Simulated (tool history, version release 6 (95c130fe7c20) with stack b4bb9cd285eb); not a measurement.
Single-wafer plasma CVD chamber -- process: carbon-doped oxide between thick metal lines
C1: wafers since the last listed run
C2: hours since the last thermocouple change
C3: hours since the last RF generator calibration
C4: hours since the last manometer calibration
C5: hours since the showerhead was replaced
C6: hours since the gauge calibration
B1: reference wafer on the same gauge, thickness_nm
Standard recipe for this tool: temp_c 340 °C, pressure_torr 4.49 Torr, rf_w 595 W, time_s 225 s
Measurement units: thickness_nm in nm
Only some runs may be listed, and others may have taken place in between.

{"run": 1, "hour": 0.0, "temp_c": 340, "pressure_torr": 4.49, "rf_w": 595, "time_s": 225, "C1": 0, "C2": 816.3, "C3": 38.6, "C4": 285.3, "C5": 3389.8, "C6": 1334.2, "B1": 1527.946, "thickness_nm": 1298.776}
{"run": 2, "hour": 59.0, "temp_c": 340, "pressure_torr": 4.49, "rf_w": 660, "time_s": 225, "C1": 528, "C2": 875.3, "C3": 97.6, "C4": 344.3, "C5": 3448.8, "C6": 1393.2, "B1": 1531.28, "thickness_nm": 1415.597}
{"run": 3, "hour": 104.4, "temp_c": 340, "pressure_torr": 4.49, "rf_w": 660, "time_s": 225, "C1": 406, "C2": 920.7, "C3": 143, "C4": 389.7, "C5": 3494.2, "C6": 1438.6, "B1": 1528.862, "thickness_nm": 1413.466}
{"run": 4, "hour": 181.7, "temp_c": 340, "pressure_torr": 4.49, "rf_w": 595, "time_s": 225, "C1": 692, "C2": 998, "C3": 220.3, "C4": 467, "C5": 3571.5, "C6": 1515.9, "B1": 1528.205, "thickness_nm": 1272.901}
{"run": 5, "hour": 257.2, "temp_c": 340, "pressure_torr": 4.49, "rf_w": 595, "time_s": 225, "C1": 676, "C2": 1073.5, "C3": 295.8, "C4": 542.5, "C5": 3647, "C6": 1591.4, "B1": 1529.137, "thickness_nm": 1271.732}
{"run": 6, "hour": 344.0, "temp_c": 340, "pressure_torr": 4.49, "rf_w": 595, "time_s": 225, "C1": 777, "C2": 1160.3, "C3": 382.6, "C4": 629.3, "C5": 3733.8, "C6": 1678.2, "B1": 1528.576, "thickness_nm": 1268.556}
{"run": 7, "hour": 408.5, "temp_c": 330, "pressure_torr": 4.49, "rf_w": 595, "time_s": 225, "C1": 577, "C2": 1224.8, "C3": 447.1, "C4": 693.8, "C5": 3798.3, "C6": 1742.7, "B1": 1527.117, "thickness_nm": 1306.145}
{"run": 8, "hour": 456.0, "temp_c": 330, "pressure_torr": 4.49, "rf_w": 595, "time_s": 225, "C1": 425, "C2": 1272.3, "C3": 494.6, "C4": 741.3, "C5": 3845.8, "C6": 1790.2, "B1": 1529.313, "thickness_nm": 1295.191}
{"run": 9, "hour": 529.7, "temp_c": 340, "pressure_torr": 3.69, "rf_w": 650, "time_s": 225, "C1": 660, "C2": 1346, "C3": 568.3, "C4": 815, "C5": 3919.5, "C6": 1863.9, "B1": 1529.288, "thickness_nm": 1336.25}
{"run": 10, "hour": 618.7, "temp_c": 340, "pressure_torr": 4.49, "rf_w": 595, "time_s": 225, "C1": 797, "C2": 1435, "C3": 657.3, "C4": 904, "C5": 4008.5, "C6": 1952.9, "B1": 1532.406, "thickness_nm": 1247.266}
{"run": 11, "hour": 695.0, "temp_c": 331, "pressure_torr": 3.5, "rf_w": 545, "time_s": 207, "C1": 683, "C2": 1511.3, "C3": 733.6, "C4": 980.3, "C5": 4084.8, "C6": 2029.2, "B1": 1532.104, "thickness_nm": 1051.981}
{"run": 12, "hour": 794.1, "temp_c": 336, "pressure_torr": 3.65, "rf_w": 630, "time_s": 263, "C1": 887, "C2": 1610.4, "C3": 832.7, "C4": 1079.4, "C5": 4183.9, "C6": 2128.3, "B1": 1528.463, "thickness_nm": 1510.877}
{"hour": 798.4, "done": "gauge calibrated"}
{"run": 13, "hour": 884.9, "temp_c": 340, "pressure_torr": 4.49, "rf_w": 595, "time_s": 225, "C1": 813, "C2": 1701.2, "C3": 923.5, "C4": 1170.2, "C5": 4274.7, "C6": 86.5, "B1": 1531.006, "thickness_nm": 1237.456}
{"run": 14, "hour": 935.0, "temp_c": 355, "pressure_torr": 3.6, "rf_w": 690, "time_s": 225, "C1": 448, "C2": 1751.3, "C3": 973.6, "C4": 1220.3, "C5": 4324.8, "C6": 136.6, "B1": 1530.392, "thickness_nm": 1323.116}
{"hour": 977.4, "done": "thermocouple changed; heater temperature recalibrated"}
{"run": 15, "hour": 989.6, "temp_c": 327, "pressure_torr": 4.49, "rf_w": 595, "time_s": 225, "C1": 417, "C2": 12.2, "C3": 1028.2, "C4": 1274.9, "C5": 4379.4, "C6": 191.2, "B1": 1529.114, "thickness_nm": 1304.752}
{"run": 16, "hour": 1035.9, "temp_c": 340, "pressure_torr": 4.49, "rf_w": 595, "time_s": 225, "C1": 414, "C2": 58.5, "C3": 1074.5, "C4": 1321.2, "C5": 4425.7, "C6": 237.5, "B1": 1530.904, "thickness_nm": 1256.96}
{"run": 17, "hour": 1129.7, "temp_c": 340, "pressure_torr": 3.53, "rf_w": 710, "time_s": 225, "C1": 840, "C2": 152.3, "C3": 1168.3, "C4": 1415, "C5": 4519.5, "C6": 331.3, "B1": 1528.218, "thickness_nm": 1428.084}
{"hour": 1173.1, "done": "RF generator calibrated"}
{"run": 18, "hour": 1211.1, "temp_c": 345, "pressure_torr": 3.97, "rf_w": 710, "time_s": 194, "C1": 657, "C2": 233.7, "C3": 38, "C4": 1496.4, "C5": 4600.9, "C6": 412.7, "B1": 1529.818, "thickness_nm": 1284.095}
{"hour": 1341.5, "done": "showerhead replaced"}
{"hour": 1387.9, "done": "capacitance manometer re-zeroed and calibrated"}
{"run": 19, "hour": 1388.4, "temp_c": 340, "pressure_torr": 4.49, "rf_w": 595, "time_s": 225, "C1": 1444, "C2": 411, "C3": 215.3, "C4": 0.5, "C5": 46.9, "C6": 590, "B1": 1530.766, "thickness_nm": 1277.583}
{"run": 20, "hour": 1448.1, "temp_c": 340, "pressure_torr": 3.47, "rf_w": 500, "time_s": 225, "C1": 534, "C2": 470.7, "C3": 275, "C4": 60.2, "C5": 106.6, "C6": 649.7, "B1": 1528.513, "thickness_nm": 1036.429}
{"run": 21, "hour": 1542.6, "temp_c": 340, "pressure_torr": 4.49, "rf_w": 490, "time_s": 198, "C1": 846, "C2": 565.2, "C3": 369.5, "C4": 154.7, "C5": 201.1, "C6": 744.2, "B1": 1530.184, "thickness_nm": 905.967}
{"run": 22, "hour": 1648.1, "temp_c": 340, "pressure_torr": 4.49, "rf_w": 595, "time_s": 225, "C1": 944, "C2": 670.7, "C3": 475, "C4": 260.2, "C5": 306.6, "C6": 849.7, "B1": 1531.441, "thickness_nm": 1261.038}
{"run": 23, "hour": 1685.9, "temp_c": 340, "pressure_torr": 4.49, "rf_w": 595, "time_s": 249, "C1": 338, "C2": 708.5, "C3": 512.8, "C4": 298, "C5": 344.4, "C6": 887.5, "B1": 1528.939, "thickness_nm": 1397.681}
{"run": 24, "hour": 1740.3, "temp_c": 340, "pressure_torr": 4.49, "rf_w": 595, "time_s": 225, "C1": 487, "C2": 762.9, "C3": 567.2, "C4": 352.4, "C5": 398.8, "C6": 941.9, "B1": 1529.169, "thickness_nm": 1250.463}
{"run": 25, "hour": 1980.0, "temp_c": 340, "pressure_torr": 4.49, "rf_w": 660, "time_s": 225, "C1": 2147, "C2": 1002.6, "C3": 806.9, "C4": 592.1, "C5": 638.5, "C6": 1181.6, "B1": 1530.547, "thickness_nm": 1357.11}
{"run": 26, "hour": 2032.2, "temp_c": 334, "pressure_torr": 4.18, "rf_w": 595, "time_s": 193, "C1": 467, "C2": 1054.8, "C3": 859.1, "C4": 644.3, "C5": 690.7, "C6": 1233.8, "B1": 1529.104, "thickness_nm": 1080.848}
{"run": 27, "hour": 2112.2, "temp_c": 325, "pressure_torr": 4.49, "rf_w": 530, "time_s": 225, "C1": 716, "C2": 1134.8, "C3": 939.1, "C4": 724.3, "C5": 770.7, "C6": 1313.8, "B1": 1531.329, "thickness_nm": 1150.053}
{"run": 28, "hour": 2194.0, "temp_c": 340, "pressure_torr": 4.49, "rf_w": 595, "time_s": 225, "C1": 732, "C2": 1216.6, "C3": 1020.9, "C4": 806.1, "C5": 852.5, "C6": 1395.6, "B1": 1530.369, "thickness_nm": 1242.735}
{"run": 29, "hour": 2247.0, "temp_c": 340, "pressure_torr": 4.49, "rf_w": 595, "time_s": 203, "C1": 474, "C2": 1269.6, "C3": 1073.9, "C4": 859.1, "C5": 905.5, "C6": 1448.6, "B1": 1530.344, "thickness_nm": 1108.678}

Consider 3 possible next runs. They are alternatives, not a sequence: every one starts from the tool as it was left by run 29. What does each give?
{"run": "A", "hour": 2247.5, "temp_c": 340, "pressure_torr": 4.49, "rf_w": 595, "time_s": 225, "C1": 4, "C2": 1270.1, "C3": 1074.4, "C4": 859.6, "C5": 906, "C6": 1449.1, "B1": "?", "thickness_nm": "?"}
{"run": "B", "hour": 2247.5, "temp_c": 340, "pressure_torr": 4.94, "rf_w": 505, "time_s": 241, "C1": 4, "C2": 1270.1, "C3": 1074.4, "C4": 859.6, "C5": 906, "C6": 1449.1, "B1": "?", "thickness_nm": "?"}
{"run": "C", "hour": 2247.5, "temp_c": 345, "pressure_torr": 5.49, "rf_w": 595, "time_s": 203, "C1": 4, "C2": 1270.1, "C3": 1074.4, "C4": 859.6, "C5": 906, "C6": 1449.1, "B1": "?", "thickness_nm": "?"}

run=A B1=1528.517 thickness_nm=1237.009
run=B B1=1528.517 thickness_nm=1122.895
run=C B1=1528.517 thickness_nm=1126.998
Take away the tool's hidden state, keep each run's random variation, and the runs would have read:
run=A thickness_nm=1318.053
run=B thickness_nm=1209.743
run=C thickness_nm=1200.578
